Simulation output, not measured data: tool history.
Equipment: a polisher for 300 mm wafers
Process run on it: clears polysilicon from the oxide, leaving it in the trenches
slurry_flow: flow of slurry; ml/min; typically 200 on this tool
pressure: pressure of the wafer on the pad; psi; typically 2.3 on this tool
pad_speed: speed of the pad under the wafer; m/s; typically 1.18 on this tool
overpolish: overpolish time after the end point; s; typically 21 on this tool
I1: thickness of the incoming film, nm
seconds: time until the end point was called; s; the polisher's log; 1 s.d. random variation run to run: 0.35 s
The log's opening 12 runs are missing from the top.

run 13 day=7.267 | slurry_flow=200 pressure=2.3 pad_speed=1.18 overpolish=24 | I1=417.0 | seconds=31.7
run 14 day=7.821 | slurry_flow=200 pressure=2.3 pad_speed=1.18 overpolish=21 | I1=407.0 | seconds=31.8
run 15 day=8.533 | slurry_flow=200 pressure=2.3 pad_speed=1.18 overpolish=28 | I1=412.0 | seconds=32.3
run 16 day=9.042 | slurry_flow=200 pressure=2.3 pad_speed=1.18 overpolish=28 | I1=405.1 | seconds=31.8
-- day=9.617 slurry nozzle cleaned
run 17 day=9.638 | slurry_flow=180 pressure=2.3 pad_speed=1.44 overpolish=21 | I1=418.4 | seconds=28.1
run 18 day=10.200 | slurry_flow=200 pressure=1.7 pad_speed=1.18 overpolish=21 | I1=410.7 | seconds=44.5
run 19 day=10.683 | slurry_flow=200 pressure=2.3 pad_speed=1.18 overpolish=26 | I1=410.9 | seconds=33.3
-- day=11.125 worn pad replaced by a new one
run 20 day=11.325 | slurry_flow=200 pressure=2.3 pad_speed=1.18 overpolish=21 | I1=408.3 | seconds=30.3
run 21 day=11.762 | slurry_flow=200 pressure=1.8 pad_speed=1.44 overpolish=28 | I1=403.5 | seconds=32.8
run 22 day=12.475 | slurry_flow=240 pressure=1.9 pad_speed=0.78 overpolish=32 | I1=410.1 | seconds=55.9
run 23 day=12.892 | slurry_flow=220 pressure=2.3 pad_speed=1.18 overpolish=21 | I1=410.3 | seconds=32.4
run 24 day=13.467 | slurry_flow=200 pressure=1.6 pad_speed=1.18 overpolish=30 | I1=415.9 | seconds=47.6
run 25 day=14.079 | slurry_flow=230 pressure=2.9 pad_speed=1.56 overpolish=15 | I1=408.1 | seconds=20.2
-- day=14.296 head pressure recalibrated
run 26 day=14.538 | slurry_flow=200 pressure=2.3 pad_speed=1.18 overpolish=26 | I1=414.1 | seconds=30.3
run 27 day=14.942 | slurry_flow=200 pressure=2.3 pad_speed=1.18 overpolish=21 | I1=405.8 | seconds=29.4
run 28 day=15.579 | slurry_flow=200 pressure=2.8 pad_speed=1.18 overpolish=31 | I1=409.0 | seconds=24.7
run 29 day=15.838 | slurry_flow=200 pressure=2.3 pad_speed=1.18 overpolish=21 | I1=406.5 | seconds=29.6
run 30 day=16.371 | slurry_flow=200 pressure=2.3 pad_speed=1.02 overpolish=13 | I1=406.9 | seconds=34.4
-- day=16.650 worn pad replaced by a new one
run 31 day=16.858 | slurry_flow=200 pressure=2.3 pad_speed=1.18 overpolish=21 | I1=410.4 | seconds=28.6
run 32 day=17.500 | slurry_flow=170 pressure=2.3 pad_speed=1.42 overpolish=21 | I1=410.0 | seconds=25.8
run 33 day=18.217 | slurry_flow=200 pressure=2.3 pad_speed=1.18 overpolish=21 | I1=402.8 | seconds=30.9

Predict each of these 5 candidate next runs independently; none follows another, all start after run 33:
run A day=18.233 | slurry_flow=160 pressure=2.3 pad_speed=1.18 overpolish=21 | I1=409.3 | seconds=?
run B day=18.233 | slurry_flow=200 pressure=1.7 pad_speed=1.00 overpolish=21 | I1=409.3 | seconds=?
run C day=18.233 | slurry_flow=145 pressure=2.0 pad_speed=1.18 overpolish=33 | I1=409.3 | seconds=?
run D day=18.233 | slurry_flow=200 pressure=2.3 pad_speed=0.86 overpolish=33 | I1=409.3 | seconds=?
run E day=18.233 | slurry_flow=160 pressure=2.6 pad_speed=1.34 overpolish=14 | I1=409.3 | seconds=?

run=A seconds=31.5
run=B seconds=48.6
run=C seconds=36.5
run=D seconds=41.2
run=E seconds=24.8
With the hidden condition removed and each run's random variation left untouched, the same runs would have given:
run=A seconds=27.7
run=B seconds=42.7
run=C seconds=32.1
run=D seconds=36.2
run=E seconds=21.8
